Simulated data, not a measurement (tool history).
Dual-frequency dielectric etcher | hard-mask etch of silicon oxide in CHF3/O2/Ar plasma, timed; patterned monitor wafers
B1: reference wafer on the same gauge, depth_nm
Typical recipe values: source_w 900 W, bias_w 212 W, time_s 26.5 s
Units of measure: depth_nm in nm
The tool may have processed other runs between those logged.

{"run": 1, "hour": 0.0, "source_w": 1010, "bias_w": 212, "time_s": 26.5, "B1": 57.5, "depth_nm": 69.7}
{"run": 2, "hour": 7.9, "source_w": 900, "bias_w": 240, "time_s": 26.5, "B1": 57.5, "depth_nm": 68.7}
{"hour": 19.5, "done": "source power generator calibrated"}
{"hour": 40.3, "done": "wet clean of the chamber"}
{"run": 3, "hour": 40.8, "source_w": 900, "bias_w": 212, "time_s": 26.5, "B1": 57.5, "depth_nm": 68.4}
{"run": 4, "hour": 41.1, "source_w": 900, "bias_w": 212, "time_s": 26.5, "B1": 57.5, "depth_nm": 68.5}
{"run": 5, "hour": 60.5, "source_w": 900, "bias_w": 212, "time_s": 26.5, "B1": 57.5, "depth_nm": 68.5}
{"run": 6, "hour": 74.9, "source_w": 900, "bias_w": 212, "time_s": 26.5, "B1": 57.5, "depth_nm": 68.5}
{"hour": 88.2, "done": "gauge calibrated"}
{"run": 7, "hour": 89.7, "source_w": 900, "bias_w": 228, "time_s": 26.5, "B1": 57.5, "depth_nm": 70.2}
{"run": 8, "hour": 116.5, "source_w": 900, "bias_w": 228, "time_s": 26.5, "B1": 57.5, "depth_nm": 70.1}
{"run": 9, "hour": 131.5, "source_w": 900, "bias_w": 228, "time_s": 26.5, "B1": 57.5, "depth_nm": 69.9}
{"run": 10, "hour": 149.4, "source_w": 900, "bias_w": 212, "time_s": 19.0, "B1": 57.6, "depth_nm": 48.9}
{"run": 11, "hour": 179.4, "source_w": 900, "bias_w": 193, "time_s": 32.0, "B1": 57.6, "depth_nm": 80.2}
{"run": 12, "hour": 196.9, "source_w": 900, "bias_w": 173, "time_s": 26.5, "B1": 57.5, "depth_nm": 63.4}
{"run": 13, "hour": 232.3, "source_w": 1070, "bias_w": 257, "time_s": 32.0, "B1": 57.5, "depth_nm": 94.4}
{"run": 14, "hour": 251.6, "source_w": 1100, "bias_w": 212, "time_s": 33.5, "B1": 57.4, "depth_nm": 94.3}
{"hour": 264.8, "done": "bias power generator calibrated"}
{"run": 15, "hour": 279.9, "source_w": 1110, "bias_w": 184, "time_s": 31.0, "B1": 57.5, "depth_nm": 82.1}
{"run": 16, "hour": 312.7, "source_w": 780, "bias_w": 174, "time_s": 26.5, "B1": 57.4, "depth_nm": 59.0}
{"run": 17, "hour": 346.2, "source_w": 900, "bias_w": 212, "time_s": 33.0, "B1": 57.5, "depth_nm": 83.3}
{"run": 18, "hour": 367.0, "source_w": 900, "bias_w": 212, "time_s": 26.5, "B1": 57.5, "depth_nm": 66.7}
{"run": 19, "hour": 388.6, "source_w": 770, "bias_w": 212, "time_s": 26.5, "B1": 57.5, "depth_nm": 62.7}
{"run": 20, "hour": 418.6, "source_w": 900, "bias_w": 212, "time_s": 29.5, "B1": 57.5, "depth_nm": 74.5}
{"run": 21, "hour": 435.0, "source_w": 1030, "bias_w": 167, "time_s": 26.5, "B1": 57.5, "depth_nm": 65.0}
{"run": 22, "hour": 454.4, "source_w": 900, "bias_w": 212, "time_s": 26.5, "B1": 57.5, "depth_nm": 66.7}
{"run": 23, "hour": 486.5, "source_w": 1090, "bias_w": 182, "time_s": 26.5, "B1": 57.5, "depth_nm": 69.0}
{"run": 24, "hour": 509.6, "source_w": 740, "bias_w": 212, "time_s": 26.5, "B1": 57.5, "depth_nm": 61.1}
{"run": 25, "hour": 536.5, "source_w": 900, "bias_w": 212, "time_s": 29.0, "B1": 57.5, "depth_nm": 73.1}
{"hour": 586.7, "done": "wet clean of the chamber"}
{"run": 26, "hour": 587.2, "source_w": 750, "bias_w": 212, "time_s": 26.5, "B1": 57.4, "depth_nm": 62.9}
{"run": 27, "hour": 587.5, "source_w": 900, "bias_w": 166, "time_s": 26.5, "B1": 57.5, "depth_nm": 63.4}
{"run": 28, "hour": 598.7, "source_w": 900, "bias_w": 186, "time_s": 21.0, "B1": 57.5, "depth_nm": 51.8}
{"run": 29, "hour": 621.1, "source_w": 900, "bias_w": 172, "time_s": 26.5, "B1": 57.5, "depth_nm": 63.6}

Give the tool's hidden conditions for every run:
source power that arrives over what is set, %: 0 across all the runs
bias power that arrives over what is set, %: 0 across all the runs
gauge reads high (%): 0 across all the runs
H1: etch rate over this chamber's usual, %
run=1 H1=-3.64
run=2 H1=-3.69
run=3 H1=0.294
run=4 H1=0.292
run=5 H1=0.153
run=6 H1=0.0491
run=7 H1=-0.0574
run=8 H1=-0.25
run=9 H1=-0.358
run=10 H1=-0.487
run=11 H1=-0.703
run=12 H1=-0.829
run=13 H1=-1.08
run=14 H1=-1.22
run=15 H1=-1.43
run=16 H1=-1.66
run=17 H1=-1.9
run=18 H1=-2.05
run=19 H1=-2.21
run=20 H1=-2.42
run=21 H1=-2.54
run=22 H1=-2.68
run=23 H1=-2.91
run=24 H1=-3.08
run=25 H1=-3.27
run=26 H1=0.349
run=27 H1=0.347
run=28 H1=0.266
run=29 H1=0.105
